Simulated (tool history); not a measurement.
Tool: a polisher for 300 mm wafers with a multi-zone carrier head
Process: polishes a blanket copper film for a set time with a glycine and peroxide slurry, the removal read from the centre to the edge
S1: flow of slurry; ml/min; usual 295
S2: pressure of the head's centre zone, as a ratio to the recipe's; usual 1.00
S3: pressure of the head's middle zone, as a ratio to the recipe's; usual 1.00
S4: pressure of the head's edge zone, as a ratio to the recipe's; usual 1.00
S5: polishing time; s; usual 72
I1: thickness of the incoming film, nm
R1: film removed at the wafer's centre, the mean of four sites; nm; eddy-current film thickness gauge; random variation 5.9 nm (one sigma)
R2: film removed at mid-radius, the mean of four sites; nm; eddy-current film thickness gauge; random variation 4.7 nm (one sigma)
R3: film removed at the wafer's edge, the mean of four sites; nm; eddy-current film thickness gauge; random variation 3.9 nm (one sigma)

{"run": 1, "hour": 0.0, "S1": 295, "S2": 1.0, "S3": 1.0, "S4": 1.0, "S5": 72, "I1": 1862.1, "R1": 394.4, "R2": 415.8, "R3": 421.8}
{"hour": 56.1, "done": "worn pad replaced by a new one"}
{"run": 2, "hour": 61.1, "S1": 295, "S2": 1.0, "S3": 1.0, "S4": 1.0, "S5": 72, "I1": 1892.5, "R1": 375.0, "R2": 418.0, "R3": 417.4}
{"hour": 139.0, "done": "centre zone pressure recalibrated, repeated, since the last time left the tool worse"}
{"run": 3, "hour": 157.3, "S1": 295, "S2": 1.0, "S3": 0.96, "S4": 1.0, "S5": 53, "I1": 1903.3, "R1": 325.7, "R2": 299.0, "R3": 310.5}
{"hour": 195.5, "done": "carrier head's membrane replaced by a new one"}
{"run": 4, "hour": 209.0, "S1": 295, "S2": 1.0, "S3": 1.0, "S4": 0.93, "S5": 72, "I1": 1893.0, "R1": 436.7, "R2": 407.1, "R3": 405.2}
{"hour": 233.9, "done": "edge zone pressure recalibrated"}
{"run": 5, "hour": 246.7, "S1": 295, "S2": 1.0, "S3": 1.0, "S4": 1.0, "S5": 72, "I1": 1909.2, "R1": 432.1, "R2": 414.5, "R3": 426.6}
{"run": 6, "hour": 296.7, "S1": 295, "S2": 1.1, "S3": 0.96, "S4": 1.0, "S5": 72, "I1": 1849.2, "R1": 471.0, "R2": 405.4, "R3": 421.1}
{"hour": 387.2, "done": "slurry nozzle cleaned"}
{"run": 7, "hour": 471.4, "S1": 295, "S2": 1.0, "S3": 1.0, "S4": 1.0, "S5": 72, "I1": 1881.1, "R1": 427.7, "R2": 419.4, "R3": 418.1}
{"run": 8, "hour": 570.3, "S1": 295, "S2": 1.0, "S3": 0.89, "S4": 1.11, "S5": 58, "I1": 1893.5, "R1": 350.5, "R2": 305.1, "R3": 359.0}
{"hour": 663.2, "done": "worn pad replaced by a new one"}
{"run": 9, "hour": 663.7, "S1": 295, "S2": 1.0, "S3": 1.0, "S4": 1.0, "S5": 72, "I1": 1900.5, "R1": 441.0, "R2": 418.0, "R3": 431.3}
{"run": 10, "hour": 711.4, "S1": 295, "S2": 1.0, "S3": 1.0, "S4": 1.0, "S5": 72, "I1": 1889.9, "R1": 437.9, "R2": 406.6, "R3": 418.1}
{"run": 11, "hour": 774.2, "S1": 295, "S2": 0.89, "S3": 0.89, "S4": 1.0, "S5": 72, "I1": 1881.2, "R1": 374.6, "R2": 379.3, "R3": 422.1}
{"hour": 871.4, "done": "edge zone pressure recalibrated"}
{"run": 12, "hour": 938.5, "S1": 295, "S2": 1.0, "S3": 1.0, "S4": 1.0, "S5": 72, "I1": 1859.2, "R1": 421.8, "R2": 408.9, "R3": 424.8}
{"run": 13, "hour": 976.0, "S1": 240, "S2": 1.0, "S3": 1.0, "S4": 1.0, "S5": 63, "I1": 1917.2, "R1": 359.3, "R2": 351.1, "R3": 357.1}
{"run": 14, "hour": 1076.5, "S1": 295, "S2": 1.0, "S3": 1.0, "S4": 0.93, "S5": 87, "I1": 1919.3, "R1": 501.1, "R2": 497.7, "R3": 490.8}
{"run": 15, "hour": 1112.8, "S1": 295, "S2": 1.0, "S3": 1.0, "S4": 1.0, "S5": 72, "I1": 1900.8, "R1": 424.4, "R2": 414.2, "R3": 417.5}
{"run": 16, "hour": 1190.0, "S1": 295, "S2": 1.0, "S3": 1.11, "S4": 1.0, "S5": 72, "I1": 1885.1, "R1": 422.7, "R2": 446.1, "R3": 429.1}
{"run": 17, "hour": 1248.0, "S1": 385, "S2": 0.94, "S3": 0.94, "S4": 1.0, "S5": 80, "I1": 1892.3, "R1": 458.0, "R2": 451.4, "R3": 477.6}
{"hour": 1266.7, "done": "carrier head's membrane replaced by a new one"}
{"hour": 1282.4, "done": "worn pad replaced by a new one"}
{"run": 18, "hour": 1307.9, "S1": 295, "S2": 1.0, "S3": 1.0, "S4": 1.0, "S5": 72, "I1": 1860.4, "R1": 412.5, "R2": 416.3, "R3": 413.2}
{"hour": 1347.2, "done": "slurry nozzle cleaned"}
{"run": 19, "hour": 1361.8, "S1": 195, "S2": 1.0, "S3": 1.0, "S4": 1.0, "S5": 54, "I1": 1881.8, "R1": 288.4, "R2": 294.6, "R3": 304.0}
{"hour": 1378.7, "done": "edge zone pressure recalibrated"}
{"run": 20, "hour": 1406.3, "S1": 390, "S2": 1.0, "S3": 0.92, "S4": 1.0, "S5": 72, "I1": 1908.8, "R1": 423.5, "R2": 400.4, "R3": 429.0}
{"run": 21, "hour": 1451.5, "S1": 295, "S2": 0.91, "S3": 1.0, "S4": 1.0, "S5": 72, "I1": 1888.1, "R1": 373.3, "R2": 414.1, "R3": 417.6}

Forecast each of these 5 alternatives for the next run:
{"run": "A", "hour": 1451.9, "S1": 295, "S2": 1.0, "S3": 1.0, "S4": 1.0, "S5": 72, "I1": 1880.1, "R1": "?", "R2": "?", "R3": "?"}
{"run": "B", "hour": 1451.9, "S1": 295, "S2": 1.0, "S3": 1.03, "S4": 1.11, "S5": 72, "I1": 1880.1, "R1": "?", "R2": "?", "R3": "?"}
{"run": "C", "hour": 1451.9, "S1": 320, "S2": 1.04, "S3": 0.91, "S4": 1.0, "S5": 58, "I1": 1880.1, "R1": "?", "R2": "?", "R3": "?"}
{"run": "D", "hour": 1451.9, "S1": 395, "S2": 1.0, "S3": 1.0, "S4": 1.0, "S5": 81, "I1": 1880.1, "R1": "?", "R2": "?", "R3": "?"}
{"run": "E", "hour": 1451.9, "S1": 360, "S2": 0.88, "S3": 1.0, "S4": 0.94, "S5": 60, "I1": 1880.1, "R1": "?", "R2": "?", "R3": "?"}

run=A R1=406.2 R2=413.0 R3=422.0
run=B R1=406.3 R2=421.5 R3=444.3
run=C R1=343.5 R2=314.5 R3=342.5
run=D R1=470.8 R2=477.4 R3=484.8
run=E R1=303.8 R2=351.2 R3=346.6
Without the tool's hidden state the same runs would have given:
run=A R1=427.9 R2=412.9 R3=422.0
run=B R1=428.0 R2=421.4 R3=444.3
run=C R1=361.8 R2=314.4 R3=342.5
run=D R1=495.9 R2=477.2 R3=484.8
run=E R1=320.2 R2=351.1 R3=346.6

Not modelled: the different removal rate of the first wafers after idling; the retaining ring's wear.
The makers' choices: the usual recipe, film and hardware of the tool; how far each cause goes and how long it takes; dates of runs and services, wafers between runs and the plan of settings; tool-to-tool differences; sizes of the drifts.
